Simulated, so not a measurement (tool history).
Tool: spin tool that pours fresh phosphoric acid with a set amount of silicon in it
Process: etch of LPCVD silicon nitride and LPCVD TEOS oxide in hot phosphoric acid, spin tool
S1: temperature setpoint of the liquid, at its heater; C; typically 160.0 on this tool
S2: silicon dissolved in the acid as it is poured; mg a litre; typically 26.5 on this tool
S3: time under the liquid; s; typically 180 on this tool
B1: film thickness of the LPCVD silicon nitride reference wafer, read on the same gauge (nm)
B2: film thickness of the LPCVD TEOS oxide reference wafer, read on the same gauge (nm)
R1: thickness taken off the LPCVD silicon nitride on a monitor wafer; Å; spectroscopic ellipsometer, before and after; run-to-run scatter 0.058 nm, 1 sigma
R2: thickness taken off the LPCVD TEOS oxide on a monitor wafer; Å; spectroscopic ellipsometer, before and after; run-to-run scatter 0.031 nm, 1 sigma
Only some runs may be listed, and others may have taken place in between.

run,hour,S1,S2,S3,B1,B2,R1,R2
1,0.0,158.0,36.5,180,59.99,150.002,123.6,1.89
# hour 59.4: gauge calibrated
2,64.4,161.0,26.5,180,59.96,149.986,137.2,3.45
# hour 73.3: heated supply line repaired
3,86.8,160.0,37.0,260,60.03,150.017,205.9,3.26
4,119.3,160.0,26.5,180,60.01,149.972,142.0,4.17
5,138.3,160.0,26.5,180,59.97,149.995,142.4,3.35
6,170.0,157.0,18.5,95,59.95,150.010,67.8,2.30
7,189.0,159.0,26.5,180,60.02,150.003,136.6,2.96
8,248.7,157.5,44.5,180,59.96,149.985,129.7,1.10
9,266.0,158.0,10.5,250,60.00,150.001,184.7,6.89
10,280.0,160.0,26.5,180,60.02,150.009,142.2,3.63
11,294.8,160.0,26.5,180,59.97,150.008,141.7,3.52
12,348.7,162.5,40.5,260,60.03,150.031,222.6,3.21
13,375.6,163.0,42.0,120,59.97,149.991,104.5,1.48
14,436.3,160.0,45.0,220,59.99,149.998,172.2,1.40
15,454.8,160.0,26.5,180,60.00,149.993,142.0,3.98
16,475.1,158.5,40.0,235,59.98,149.997,175.4,2.22
17,490.9,160.0,39.5,180,59.98,149.994,140.8,1.88
18,515.7,161.5,8.5,85,60.00,150.027,70.1,2.99
19,544.3,163.0,37.0,280,60.01,149.987,243.1,4.59
# hour 551.8: thermometer replaced
20,563.4,157.5,17.0,255,60.00,149.999,183.3,5.76

Predict the results of run 21:
21,588.4,161.0,36.5,225,?,?,?,?

B1: 59.99
B2: 149.992
R1: 182.6 Å
R2: 2.72 Å
With no hidden state in the tool, this same run would have given R1 186.9 Å, R2 2.86 Å.

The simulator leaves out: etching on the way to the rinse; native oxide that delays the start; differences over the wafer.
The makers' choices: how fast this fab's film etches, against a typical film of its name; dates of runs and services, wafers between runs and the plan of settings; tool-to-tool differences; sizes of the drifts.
